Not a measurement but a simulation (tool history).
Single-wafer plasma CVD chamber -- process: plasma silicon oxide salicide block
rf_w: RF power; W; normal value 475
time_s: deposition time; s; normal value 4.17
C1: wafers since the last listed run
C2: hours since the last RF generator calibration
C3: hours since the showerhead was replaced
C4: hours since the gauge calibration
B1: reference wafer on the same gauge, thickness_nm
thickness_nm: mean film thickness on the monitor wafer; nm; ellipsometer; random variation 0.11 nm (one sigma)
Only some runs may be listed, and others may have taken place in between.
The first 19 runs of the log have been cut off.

{"run": 20, "hour": 1436.0, "rf_w": 520, "time_s": 4.17, "C1": 4346, "C2": 2100.9, "C3": 480.3, "C4": 1437.9, "B1": 45.805, "thickness_nm": 45.796}
{"hour": 1459.1, "done": "RF generator calibrated"}
{"run": 21, "hour": 1535.7, "rf_w": 500, "time_s": 4.48, "C1": 4988, "C2": 76.6, "C3": 580.0, "C4": 1537.6, "B1": 45.784, "thickness_nm": 49.266}
{"run": 22, "hour": 1596.4, "rf_w": 475, "time_s": 4.17, "C1": 3302, "C2": 137.3, "C3": 640.7, "C4": 1598.3, "B1": 45.748, "thickness_nm": 44.674}
{"run": 23, "hour": 1660.8, "rf_w": 415, "time_s": 3.43, "C1": 3503, "C2": 201.7, "C3": 705.1, "C4": 1662.7, "B1": 45.783, "thickness_nm": 34.229}
{"run": 24, "hour": 1753.6, "rf_w": 515, "time_s": 3.48, "C1": 5048, "C2": 294.5, "C3": 797.9, "C4": 1755.5, "B1": 45.806, "thickness_nm": 38.706}
{"run": 25, "hour": 1812.4, "rf_w": 540, "time_s": 4.96, "C1": 3198, "C2": 353.3, "C3": 856.7, "C4": 1814.3, "B1": 45.788, "thickness_nm": 56.25}
{"run": 26, "hour": 1870.6, "rf_w": 475, "time_s": 4.17, "C1": 3166, "C2": 411.5, "C3": 914.9, "C4": 1872.5, "B1": 45.818, "thickness_nm": 44.501}
{"hour": 1920.3, "done": "gauge calibrated"}
{"run": 27, "hour": 1947.3, "rf_w": 435, "time_s": 3.62, "C1": 4172, "C2": 488.2, "C3": 991.6, "C4": 27.0, "B1": 45.79, "thickness_nm": 36.938}
{"run": 28, "hour": 1994.3, "rf_w": 505, "time_s": 3.81, "C1": 2556, "C2": 535.2, "C3": 1038.6, "C4": 74.0, "B1": 45.78, "thickness_nm": 42.017}
{"run": 29, "hour": 2098.5, "rf_w": 555, "time_s": 4.17, "C1": 5668, "C2": 639.4, "C3": 1142.8, "C4": 178.2, "B1": 45.815, "thickness_nm": 47.874}
{"run": 30, "hour": 2142.3, "rf_w": 395, "time_s": 4.53, "C1": 2382, "C2": 683.2, "C3": 1186.6, "C4": 222.0, "B1": 45.831, "thickness_nm": 43.989}
{"run": 31, "hour": 2243.6, "rf_w": 475, "time_s": 4.17, "C1": 5510, "C2": 784.5, "C3": 1287.9, "C4": 323.3, "B1": 45.806, "thickness_nm": 44.463}
{"run": 32, "hour": 2310.2, "rf_w": 530, "time_s": 3.96, "C1": 3623, "C2": 851.1, "C3": 1354.5, "C4": 389.9, "B1": 45.809, "thickness_nm": 44.464}
{"run": 33, "hour": 2415.1, "rf_w": 475, "time_s": 4.17, "C1": 5706, "C2": 956.0, "C3": 1459.4, "C4": 494.8, "B1": 45.802, "thickness_nm": 44.501}
{"run": 34, "hour": 2470.8, "rf_w": 510, "time_s": 3.42, "C1": 3030, "C2": 1011.7, "C3": 1515.1, "C4": 550.5, "B1": 45.801, "thickness_nm": 37.71}

Consider 3 possible next runs. They are alternatives, not a sequence: every one starts from the tool as it was left by run 34. What does each give?
{"run": "A", "hour": 2471.2, "rf_w": 475, "time_s": 4.17, "C1": 21, "C2": 1012.1, "C3": 1515.5, "C4": 550.9, "B1": "?", "thickness_nm": "?"}
{"run": "B", "hour": 2471.2, "rf_w": 565, "time_s": 4.58, "C1": 21, "C2": 1012.1, "C3": 1515.5, "C4": 550.9, "B1": "?", "thickness_nm": "?"}
{"run": "C", "hour": 2471.2, "rf_w": 475, "time_s": 3.59, "C1": 21, "C2": 1012.1, "C3": 1515.5, "C4": 550.9, "B1": "?", "thickness_nm": "?"}

run=A B1=45.782 thickness_nm=44.635
run=B B1=45.782 thickness_nm=53.137
run=C B1=45.782 thickness_nm=38.427
With the hidden condition removed and each run's random variation left untouched, the same runs would have given:
run=A thickness_nm=44.900
run=B thickness_nm=53.454
run=C thickness_nm=38.655
